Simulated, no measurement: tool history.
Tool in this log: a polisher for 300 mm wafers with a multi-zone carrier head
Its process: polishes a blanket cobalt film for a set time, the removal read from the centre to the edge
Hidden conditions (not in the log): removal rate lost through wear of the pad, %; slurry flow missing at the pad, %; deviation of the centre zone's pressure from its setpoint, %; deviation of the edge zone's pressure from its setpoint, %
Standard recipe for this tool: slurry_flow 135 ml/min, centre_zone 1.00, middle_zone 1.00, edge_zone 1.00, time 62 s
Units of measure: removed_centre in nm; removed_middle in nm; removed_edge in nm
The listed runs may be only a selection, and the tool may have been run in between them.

run	hour	slurry_flow	centre_zone	middle_zone	edge_zone	time	wafers since the last listed run	wafers polished on this pad	hours since the slurry nozzle was cleaned	hours since the centre zone pressure was calibrated	hours since the edge zone pressure was calibrated	hours since the carrier head's membrane was replaced	incoming thickness of the incoming film, nm	removed_centre	removed_middle	removed_edge
1	0.0	135	1.09	1.00	1.00	67	0	973	785.6	831.0	142.6	836.8	1442.2	239.4	211.1	197.3
# hour 11.0: slurry nozzle cleaned
2	65.4	135	1.09	1.00	1.00	67	456	1429	54.4	896.4	208.0	902.2	1422.2	243.6	207.5	196.6
3	96.7	135	1.09	1.00	1.00	67	221	1651	85.7	927.7	239.3	933.5	1443.0	243.6	207.6	197.1
# hour 101.1: worn pad replaced by a new one
4	165.8	115	1.00	1.00	1.00	47	461	458	154.8	996.8	308.4	1002.6	1435.1	150.9	141.2	136.2
# hour 294.0: worn pad replaced by a new one
5	377.3	135	0.93	1.00	1.00	62	1470	590	366.3	1208.3	519.9	1214.1	1465.8	196.7	192.1	183.9
6	424.1	135	0.93	1.00	1.00	62	331	922	413.1	1255.1	566.7	1260.9	1411.4	188.9	192.4	183.2
# hour 444.1: edge zone pressure recalibrated
# hour 478.6: worn pad replaced by a new one
# hour 549.4: centre zone pressure recalibrated
7	599.4	135	1.00	1.00	1.00	51	1185	842	588.4	50.0	155.3	1436.2	1445.5	160.3	158.8	150.9
# hour 655.0: slurry nozzle cleaned
8	656.7	135	1.00	1.00	1.00	62	399	1241	1.7	107.3	212.6	1493.5	1425.6	193.6	191.1	184.2
# hour 661.4: worn pad replaced by a new one
9	683.1	135	1.00	1.00	1.00	62	158	153	28.1	133.7	239.0	1519.9	1432.7	194.3	192.1	184.0
10	740.1	180	1.00	1.04	0.96	62	404	558	85.1	190.7	296.0	1576.9	1454.8	211.5	206.2	185.8
11	795.4	135	0.93	1.05	1.00	62	392	950	140.4	246.0	351.3	1632.2	1454.5	184.7	199.8	181.4
# hour 805.6: carrier head's membrane replaced by a new one
12	849.9	135	1.00	1.00	0.93	62	350	1300	194.9	300.5	405.8	44.3	1424.9	195.8	193.3	176.9
# hour 887.5: worn pad replaced by a new one
13	900.6	125	1.00	1.00	1.00	62	331	93	245.6	351.2	456.5	95.0	1419.8	194.0	190.0	180.1
14	967.7	135	0.96	1.00	1.00	52	475	568	312.7	418.3	523.6	162.1	1431.5	160.3	161.3	151.8
15	1020.2	135	1.00	1.00	1.00	62	372	940	365.2	470.8	576.1	214.6	1447.2	201.7	190.2	180.7
16	1060.2	135	1.00	1.05	1.00	62	283	1224	405.2	510.8	616.1	254.6	1416.7	198.0	200.1	184.1

Predict each of these 3 candidate next runs independently; none follows another, all start after run 16:
A	1060.6	135	1.00	1.00	1.00	62	2	1227	405.6	511.2	616.5	255.0	1450.9	?	?	?
B	1060.6	155	1.04	1.03	0.90	62	2	1227	405.6	511.2	616.5	255.0	1450.9	?	?	?
C	1060.6	135	1.00	1.11	1.00	62	2	1227	405.6	511.2	616.5	255.0	1450.9	?	?	?

run	removed_centre	removed_middle	removed_edge
A	200.2	191.2	183.2
B	213.1	200.0	176.8
C	200.4	209.0	182.9
Stripped of hidden state, with their random variation kept, the same runs would have yielded:
run	removed_centre	removed_middle	removed_edge
A	193.7	191.3	183.2
B	206.2	200.1	176.8
C	193.9	209.0	182.9
